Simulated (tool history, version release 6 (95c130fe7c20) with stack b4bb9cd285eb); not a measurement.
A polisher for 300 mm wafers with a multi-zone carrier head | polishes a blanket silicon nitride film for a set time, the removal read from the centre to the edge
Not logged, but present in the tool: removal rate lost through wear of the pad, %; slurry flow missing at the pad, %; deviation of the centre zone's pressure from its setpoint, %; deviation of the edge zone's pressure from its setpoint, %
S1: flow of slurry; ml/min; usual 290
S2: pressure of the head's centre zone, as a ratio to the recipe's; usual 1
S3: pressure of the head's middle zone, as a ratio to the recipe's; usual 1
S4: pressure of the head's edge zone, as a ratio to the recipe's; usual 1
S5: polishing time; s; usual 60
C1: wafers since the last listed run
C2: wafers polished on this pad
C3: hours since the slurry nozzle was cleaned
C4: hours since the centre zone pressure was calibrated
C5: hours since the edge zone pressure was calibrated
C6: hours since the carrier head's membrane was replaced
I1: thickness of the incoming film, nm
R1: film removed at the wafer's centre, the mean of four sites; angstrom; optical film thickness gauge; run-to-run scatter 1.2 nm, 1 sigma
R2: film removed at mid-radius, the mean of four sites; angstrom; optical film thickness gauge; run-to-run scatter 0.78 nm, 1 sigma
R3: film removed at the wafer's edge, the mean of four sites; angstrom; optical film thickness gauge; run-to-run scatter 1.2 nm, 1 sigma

run 1 day=0 | S1=290 S2=1 S3=1.08 S4=1 S5=60 | C1=0 C2=1863 C3=640.9 C4=397.9 C5=822.5 C6=187.6 | I1=371.3 | R1=1082 R2=1144 R3=1097
run 2 day=1.288 | S1=260 S2=1 S3=1 S4=1 S5=60 | C1=367 C2=2231 C3=671.8 C4=428.8 C5=853.4 C6=218.5 | I1=371.4 | R1=1030 R2=1056 R3=1086
run 3 day=2.612 | S1=290 S2=1 S3=1 S4=1 S5=60 | C1=378 C2=2609 C3=703.6 C4=460.6 C5=885.2 C6=250.3 | I1=363 | R1=1076 R2=1078 R3=1086
run 4 day=3.95 | S1=290 S2=1 S3=0.9 S4=1 S5=60 | C1=382 C2=2992 C3=735.7 C4=492.7 C5=917.3 C6=282.4 | I1=369.4 | R1=1047 R2=998 R3=1105
-- day=4.662 worn pad replaced by a new one
run 5 day=5.3 | S1=290 S2=1 S3=1 S4=1 S5=52 | C1=338 C2=182 C3=768.1 C4=525.1 C5=949.7 C6=314.8 | I1=362.8 | R1=905 R2=943 R3=938
-- day=5.825 edge zone pressure recalibrated
run 6 day=6.529 | S1=290 S2=1 S3=1 S4=1 S5=74 | C1=327 C2=509 C3=797.6 C4=554.6 C5=16.9 C6=344.3 | I1=367.1 | R1=1267 R2=1321 R3=1337
run 7 day=7.067 | S1=225 S2=1.11 S3=1 S4=1 S5=60 | C1=153 C2=663 C3=810.5 C4=567.5 C5=29.8 C6=357.2 | I1=366.9 | R1=1108 R2=1036 R3=1088
run 8 day=8.304 | S1=360 S2=1 S3=1.05 S4=1 S5=45 | C1=353 C2=1016 C3=840.2 C4=597.2 C5=59.5 C6=386.9 | I1=377.2 | R1=783 R2=855 R3=840
-- day=9.258 slurry nozzle cleaned
run 9 day=12.521 | S1=290 S2=1.08 S3=1 S4=1 S5=60 | C1=1192 C2=2209 C3=78.3 C4=698.4 C5=160.7 C6=488.1 | I1=365.5 | R1=1097 R2=1072 R3=1115
run 10 day=13.088 | S1=290 S2=1.08 S3=1 S4=1 S5=60 | C1=161 C2=2371 C3=91.9 C4=712 C5=174.3 C6=501.7 | I1=369.5 | R1=1098 R2=1079 R3=1096
run 11 day=14.104 | S1=290 S2=1 S3=1 S4=1 S5=41 | C1=290 C2=2661 C3=116.3 C4=736.4 C5=198.7 C6=526.1 | I1=365 | R1=691 R2=734 R3=757
-- day=14.388 worn pad replaced by a new one
run 12 day=15.525 | S1=290 S2=1.09 S3=0.89 S4=1 S5=60 | C1=358 C2=324 C3=150.4 C4=770.5 C5=232.8 C6=560.2 | I1=366.5 | R1=1085 R2=983 R3=1101
-- day=16.217 centre zone pressure recalibrated
run 13 day=16.462 | S1=200 S2=1 S3=0.95 S4=1.03 S5=49 | C1=244 C2=568 C3=172.9 C4=5.9 C5=255.3 C6=582.7 | I1=371.4 | R1=844 R2=804 R3=865
-- day=16.742 carrier head's membrane replaced by a new one
run 14 day=17.483 | S1=290 S2=1.03 S3=1.07 S4=0.93 S5=66 | C1=232 C2=801 C3=197.4 C4=30.4 C5=279.8 C6=17.8 | I1=364.8 | R1=1217 R2=1258 R3=1165
run 15 day=18.158 | S1=290 S2=1.08 S3=1 S4=1 S5=60 | C1=192 C2=993 C3=213.6 C4=46.6 C5=296 C6=34 | I1=369.1 | R1=1165 R2=1083 R3=1086
run 16 day=18.662 | S1=355 S2=1 S3=1 S4=1 S5=41 | C1=144 C2=1137 C3=225.7 C4=58.7 C5=308.1 C6=46.1 | I1=367.6 | R1=763 R2=753 R3=760
run 17 day=20.021 | S1=290 S2=1 S3=1 S4=1 S5=60 | C1=388 C2=1526 C3=258.3 C4=91.3 C5=340.7 C6=78.7 | I1=374.4 | R1=1074 R2=1073 R3=1090
run 18 day=21.462 | S1=290 S2=1.12 S3=1.08 S4=0.91 S5=77 | C1=411 C2=1937 C3=292.9 C4=125.9 C5=375.3 C6=113.3 | I1=374.5 | R1=1567 R2=1468 R3=1339
run 19 day=22.817 | S1=290 S2=1 S3=1 S4=1 S5=60 | C1=386 C2=2324 C3=325.4 C4=158.4 C5=407.8 C6=145.8 | I1=372.8 | R1=1095 R2=1088 R3=1095
-- day=23.629 worn pad replaced by a new one
run 20 day=24.292 | S1=290 S2=1.06 S3=1 S4=1 S5=60 | C1=373 C2=188 C3=360.8 C4=193.8 C5=443.2 C6=181.2 | I1=370.3 | R1=1155 R2=1089 R3=1077
run 21 day=25.492 | S1=350 S2=1 S3=1 S4=1 S5=60 | C1=342 C2=531 C3=389.6 C4=222.6 C5=472 C6=210 | I1=367.4 | R1=1100 R2=1092 R3=1106
run 22 day=26.608 | S1=200 S2=1 S3=1 S4=1 S5=60 | C1=319 C2=850 C3=416.4 C4=249.4 C5=498.8 C6=236.8 | I1=376.5 | R1=1035 R2=1021 R3=1038
run 23 day=27.846 | S1=290 S2=1 S3=1 S4=1 S5=60 | C1=353 C2=1204 C3=446.1 C4=279.1 C5=528.5 C6=266.5 | I1=370.8 | R1=1087 R2=1077 R3=1093

What if the next run were any one of these 3? Each begins from the tool's condition after run 23:
run A day=27.862 | S1=290 S2=1 S3=1 S4=1.03 S5=60 | C1=4 C2=1208 C3=446.5 C4=279.5 C5=528.9 C6=266.9 | I1=372.2 | R1=? R2=? R3=?
run B day=27.862 | S1=290 S2=1 S3=0.91 S4=1 S5=60 | C1=4 C2=1208 C3=446.5 C4=279.5 C5=528.9 C6=266.9 | I1=372.2 | R1=? R2=? R3=?
run C day=27.862 | S1=290 S2=1 S3=1.08 S4=0.9 S5=60 | C1=4 C2=1208 C3=446.5 C4=279.5 C5=528.9 C6=266.9 | I1=372.2 | R1=? R2=? R3=?

run=A R1=1091 R2=1071 R3=1106
run=B R1=1090 R2=997 R3=1091
run=C R1=1091 R2=1137 R3=1036
Stripped of hidden state, with their random variation kept, the same runs would have yielded:
run=A R1=1102 R2=1071 R3=1106
run=B R1=1101 R2=997 R3=1091
run=C R1=1103 R2=1137 R3=1036
